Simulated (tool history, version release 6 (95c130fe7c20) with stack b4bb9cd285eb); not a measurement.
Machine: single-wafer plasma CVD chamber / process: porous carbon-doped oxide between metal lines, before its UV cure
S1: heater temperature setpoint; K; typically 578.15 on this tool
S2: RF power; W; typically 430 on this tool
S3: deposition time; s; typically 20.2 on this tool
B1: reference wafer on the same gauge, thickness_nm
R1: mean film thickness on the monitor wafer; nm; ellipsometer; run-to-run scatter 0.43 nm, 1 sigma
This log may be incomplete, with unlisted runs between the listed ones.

| run | hour | S1 | S2 | S3 | B1 | R1 |
|---|---|---|---|---|---|---|
| 1 | 0 | 578.15 | 430 | 20.2 | 82.256 | 91.135 |
| 2 | 45.8 | 572.15 | 430 | 20.2 | 82.291 | 94.46 |
| 3 | 97 | 578.15 | 495 | 20.2 | 82.314 | 102.951 |
| 4 | 154.2 | 578.15 | 430 | 20.2 | 82.24 | 90.171 |
| 5 | 182.7 | 578.15 | 430 | 20.2 | 82.359 | 91.235 |
| 6 | 234.8 | 578.15 | 430 | 20.2 | 82.322 | 91.069 |
| 7 | 270.2 | 567.15 | 430 | 23.2 | 82.226 | 110.163 |
| 8 | 337.9 | 578.15 | 430 | 20.2 | 82.299 | 89.951 |
| 9 | 363.6 | 578.15 | 430 | 20.2 | 82.263 | 89.737 |
|  | 398.6 | gauge calibrated |
| 10 | 406.4 | 578.15 | 430 | 20.2 | 82.295 | 89.466 |
| 11 | 449.6 | 578.15 | 430 | 19.4 | 82.267 | 85.803 |
| 12 | 490.5 | 583.15 | 475 | 23.1 | 82.267 | 108.031 |
| 13 | 603.4 | 592.15 | 430 | 16.6 | 82.291 | 67.219 |
|  | 626.8 | showerhead replaced |
| 14 | 655.1 | 578.15 | 430 | 20.2 | 82.242 | 87.555 |
| 15 | 689.5 | 578.15 | 430 | 20.2 | 82.29 | 87.493 |
|  | 719.6 | RF generator calibrated |
|  | 728.8 | thermocouple changed; heater temperature recalibrated |
| 16 | 757.4 | 573.15 | 515 | 18.7 | 82.389 | 106.563 |
| 17 | 820 | 590.15 | 480 | 23.7 | 82.336 | 112.904 |
| 18 | 888.6 | 578.15 | 405 | 22.6 | 82.322 | 97.911 |
| 19 | 1101.3 | 592.15 | 430 | 16.6 | 82.349 | 70.126 |
| 20 | 1170.6 | 578.15 | 470 | 16.6 | 82.34 | 82.019 |
| 21 | 1198.7 | 582.15 | 430 | 23.5 | 82.289 | 102.709 |
| 22 | 1266.2 | 578.15 | 480 | 18.3 | 82.285 | 91.279 |

Predict each of these 4 candidate next runs independently; none follows another, all start after run 22:
| A | 1266.6 | 578.15 | 430 | 20.2 | ? | ? |
| B | 1266.6 | 578.15 | 370 | 20.2 | ? | ? |
| C | 1266.6 | 569.15 | 360 | 17.7 | ? | ? |
| D | 1266.6 | 592.15 | 350 | 23.9 | ? | ? |

| run | B1 | R1 |
|---|---|---|
| A | 82.334 | 90.771 |
| B | 82.334 | 78.002 |
| C | 82.334 | 70.626 |
| D | 82.334 | 79.762 |
Had the tool no hidden state, the same runs would have come out as:
| run | R1 |
|---|---|
| A | 95.292 |
| B | 81.952 |
| C | 74.319 |
| D | 83.584 |
